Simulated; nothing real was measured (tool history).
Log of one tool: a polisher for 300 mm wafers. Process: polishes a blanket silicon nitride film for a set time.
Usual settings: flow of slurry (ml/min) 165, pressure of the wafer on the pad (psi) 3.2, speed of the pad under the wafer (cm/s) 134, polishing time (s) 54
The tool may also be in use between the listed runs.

run,hour,flow of slurry (ml/min),pressure of the wafer on the pad (psi),speed of the pad under the wafer (cm/s),polishing time (s),wafers since the last listed run,wafers polished on this pad,hours since the slurry nozzle was cleaned,hours since the head pressure was calibrated,"incoming thickness of the incoming film, nm",film removed (angstrom)
1,0,165,3.2,134,54,0,746,317.9,1537.1,417.6,898
2,33.6,165,3.2,134,54,205,951,351.5,1570.7,410.4,884
3,47.5,125,2.9,134,54,85,1037,365.4,1584.6,408.3,758
4,60.7,125,2.9,134,54,80,1117,378.6,1597.8,408,750
5,72.9,165,3.2,134,54,74,1192,390.8,1610,415.3,892
6,86.2,165,3.2,134,54,81,1274,404.1,1623.3,409.5,896
# hour 112.4: worn pad replaced by a new one
7,112.9,165,3.2,134,54,139,3,430.8,1650,408.8,875
8,121.7,210,3.2,148,54,53,57,439.6,1658.8,412.5,988
9,148.5,210,3.2,148,54,164,221,466.4,1685.6,417.2,1003
10,170,210,3.2,148,54,131,353,487.9,1707.1,408.1,992
# hour 172.8: head pressure recalibrated
11,193.5,205,3.2,162,54,131,484,511.4,20.7,410.9,1079
12,221,205,3.2,134,54,168,653,538.9,48.2,414.6,923
13,243.4,205,3.2,134,54,137,790,561.3,70.6,403.1,909
14,277.6,165,3.2,134,54,209,999,595.5,104.8,403.6,887
# hour 290.2: slurry nozzle cleaned
15,307.8,165,3.2,134,54,178,1178,17.6,135,408.4,940
# hour 322.2: worn pad replaced by a new one
16,322.7,165,3.2,134,54,66,3,32.5,149.9,404.7,944
17,342.7,200,2.7,134,43,122,125,52.5,169.9,411.2,643
18,372.7,200,3.2,118,37,183,309,82.5,199.9,409.9,595
19,392.2,205,3.9,134,54,119,428,102,219.4,413.8,1145
20,406.6,140,4.2,178,47,88,517,116.4,233.8,408.2,1261
21,421.6,200,3.2,134,54,91,608,131.4,248.8,413.1,955
22,448.3,165,2.7,174,54,163,772,158.1,275.5,417.1,947
23,465.6,110,3.2,134,48,105,878,175.4,292.8,407.1,718
24,496.6,225,3.2,134,47,189,1068,206.4,323.8,407.6,843
# hour 524.9: worn pad replaced by a new one
25,525.4,165,3.2,134,54,151,2,235.2,352.6,415.2,895
26,543.7,105,4,166,36,112,114,253.5,370.9,406.9,767
27,558.8,200,2.7,134,43,92,207,268.6,386,404.3,618
28,584.8,165,3.7,146,37,159,366,294.6,412,414.5,757
29,616.4,165,3.2,134,54,193,560,326.2,443.6,417.3,890
30,643,165,3.2,166,38,162,723,352.8,470.2,409.3,733
31,674.4,165,3.2,134,54,192,915,384.2,501.6,412.7,885
32,688.5,115,3.2,178,54,86,1001,398.3,515.7,415.3,1018
33,701.5,150,3.2,134,46,79,1081,411.3,528.7,407,740
34,723.9,110,4.3,134,54,137,1218,433.7,551.1,410.7,1046
# hour 745.1: worn pad replaced by a new one
35,745.6,165,3.8,134,54,108,2,455.4,572.8,406.5,1038
36,773.9,165,4.2,150,54,173,176,483.7,601.1,404.3,1257
37,793.4,125,3.8,92,62,119,295,503.2,620.6,415.6,836
38,824.7,150,3.2,134,54,191,487,534.5,651.9,408.8,865

Hidden state or all else? Some run-to-run changes of film removed (angstrom), split into what the settings, what came in and random variation would give without the hidden state, and what is left for the hidden state (with any gauge scatter that isn't in both results):
The hidden state here: removal rate lost through wear of the pad, %; slurry flow missing at the pad, %; deviation of the head's pressure from its setpoint, %.
Run 14 -> 15: slurry nozzle cleaned. film removed (angstrom) +53: hidden state +54, all else -1.
Run 18 -> 19: flow of slurry (ml/min) 200 -> 205, pressure of the wafer on the pad (psi) 3.2 -> 3.9, speed of the pad under the wafer (cm/s) 118 -> 134, polishing time (s) 37 -> 54. film removed (angstrom) +550: hidden state -12, all else +562.
Run 20 -> 21: flow of slurry (ml/min) 140 -> 200, pressure of the wafer on the pad (psi) 4.2 -> 3.2, speed of the pad under the wafer (cm/s) 178 -> 134, polishing time (s) 47 -> 54. film removed (angstrom) -306: hidden state +17, all else -323.
Run 32 -> 33: flow of slurry (ml/min) 115 -> 150, speed of the pad under the wafer (cm/s) 178 -> 134, polishing time (s) 54 -> 46. film removed (angstrom) -278: hidden state +36, all else -314.
Run 33 -> 34: flow of slurry (ml/min) 150 -> 110, pressure of the wafer on the pad (psi) 3.2 -> 4.3, polishing time (s) 46 -> 54. film removed (angstrom) +306: hidden state -45, all else +351.
Run 36 -> 37: flow of slurry (ml/min) 165 -> 125, pressure of the wafer on the pad (psi) 4.2 -> 3.8, speed of the pad under the wafer (cm/s) 150 -> 92, polishing time (s) 54 -> 62. film removed (angstrom) -421: hidden state +9, all else -430.

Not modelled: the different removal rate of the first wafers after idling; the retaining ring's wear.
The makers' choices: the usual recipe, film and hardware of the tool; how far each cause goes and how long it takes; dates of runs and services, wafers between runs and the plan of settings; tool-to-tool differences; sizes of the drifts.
